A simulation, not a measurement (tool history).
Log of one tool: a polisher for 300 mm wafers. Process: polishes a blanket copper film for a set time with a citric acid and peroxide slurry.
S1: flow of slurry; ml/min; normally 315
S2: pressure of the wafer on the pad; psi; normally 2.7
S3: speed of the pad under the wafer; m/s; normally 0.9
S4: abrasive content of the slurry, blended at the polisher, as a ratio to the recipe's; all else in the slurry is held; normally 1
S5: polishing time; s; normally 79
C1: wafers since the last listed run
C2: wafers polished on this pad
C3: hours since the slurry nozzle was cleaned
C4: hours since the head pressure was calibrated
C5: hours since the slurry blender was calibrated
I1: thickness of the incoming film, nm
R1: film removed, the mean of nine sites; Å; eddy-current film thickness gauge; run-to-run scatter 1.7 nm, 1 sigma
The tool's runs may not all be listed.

run,hour,S1,S2,S3,S4,S5,C1,C2,C3,C4,C5,I1,R1
1,0,315,2.4,0.9,1,79,0,136,26.4,822.6,368.7,1195.6,1264
2,17.5,315,2.4,0.9,1,79,108,245,43.9,840.1,386.2,1222.9,1292
3,32.6,315,2.4,0.9,1,79,93,338,59,855.2,401.3,1194.3,1293
# hour 45.2: head pressure recalibrated
4,45.7,315,2.7,0.7,0.9,79,68,407,72.1,0.5,414.4,1198.7,1161
5,60.1,315,2.7,0.7,0.9,79,89,496,86.5,14.9,428.8,1193.9,1158
6,72.6,315,2.7,0.7,0.9,79,77,574,99,27.4,441.3,1194.3,1158
7,79.2,315,2.7,0.9,1,106,40,614,105.6,34,447.9,1199.2,1882
# hour 90.9: slurry blender recalibrated
8,93.5,315,2.7,0.9,1,79,76,691,119.9,48.3,2.6,1207.9,1536
9,106.8,385,2.1,1.14,1,79,82,773,133.2,61.6,15.9,1217.9,1434
10,120,285,2.7,1.2,0.75,79,81,855,146.4,74.8,29.1,1188.6,1678
# hour 133.3: worn pad replaced by a new one
11,133.6,240,2.7,0.9,1,79,59,2,160,88.4,42.7,1215,1537
12,147.6,315,2.7,0.9,1,79,86,88,174,102.4,56.7,1190.1,1532
13,158.6,315,2.3,0.9,1,79,68,156,185,113.4,67.7,1206.5,1360
14,170.3,315,2.7,0.8,0.7,79,72,229,196.7,125.1,79.4,1178,1241
15,186.8,315,2.7,0.9,0.85,79,102,331,213.2,141.6,95.9,1205.4,1443
16,194,315,2.7,0.9,1,79,44,376,220.4,148.8,103.1,1199,1510
17,205.4,275,3.3,1.08,0.8,79,70,446,231.8,160.2,114.5,1185.3,1918
18,214.4,315,3,0.9,1,90,55,502,240.8,169.2,123.5,1186.9,1896
19,246.5,315,2.7,0.9,1.15,79,198,701,272.9,201.3,155.6,1196.7,1488
20,262.1,315,2.7,0.68,1,79,96,797,288.5,216.9,171.2,1198.2,1151
21,272.1,315,2.7,0.7,0.9,79,61,859,298.5,226.9,181.2,1187.2,1104
22,288.6,315,2.7,0.58,1,87,102,962,315,243.4,197.7,1191.8,1118
# hour 303.3: worn pad replaced by a new one
23,303.8,315,2.7,0.8,1,79,69,3,330.2,258.6,212.9,1188.7,1324
24,311.2,315,3.2,0.9,1,90,45,49,337.6,266,220.3,1204.9,1988
# hour 312.4: slurry nozzle cleaned
25,328.2,315,2.7,1.06,1.2,79,99,148,15.8,283,237.3,1183.1,1754
26,343.9,315,2.7,0.9,1,79,97,245,31.5,298.7,253,1202.8,1462
27,381.4,315,2.3,1.1,1,79,232,477,69,336.2,290.5,1198.4,1417
28,396.3,410,2.7,1.02,1,64,92,569,83.9,351.1,305.4,1184.3,1272
29,406.7,315,2.7,0.9,0.9,59,64,634,94.3,361.5,315.8,1178.8,1026
30,415.2,250,3,0.9,1,79,52,686,102.8,370,324.3,1207.7,1474

What the log doesn't show, run by run:
slurry flow missing at the pad, %: 0 on each run
deviation of the head's pressure from its setpoint, %: 0 on each run
H1: removal rate lost through wear of the pad, %
H2: abrasive missing from the slurry, %
run,H1,H2
1,0.38,28.4
2,0.726,28.6
3,1.18,28.8
4,1.7,29
5,2.39,29.1
6,3.1,29.2
7,3.52,29.3
8,4.52,4.25
9,5.56,6.56
10,6.71,8.65
11,0.927,10.6
12,0.992,12.5
13,1.13,13.8
14,1.37,15.1
15,1.85,16.8
16,2.11,17.5
17,2.6,18.5
18,3.04,19.2
19,5.05,21.5
20,6.26,22.4
21,7.12,23
22,8.68,23.8
23,1.43,24.5
24,1.45,24.8
25,1.63,25.5
26,1.96,26
27,3.39,27.1
28,4.21,27.5
29,4.87,27.7
30,5.46,27.9

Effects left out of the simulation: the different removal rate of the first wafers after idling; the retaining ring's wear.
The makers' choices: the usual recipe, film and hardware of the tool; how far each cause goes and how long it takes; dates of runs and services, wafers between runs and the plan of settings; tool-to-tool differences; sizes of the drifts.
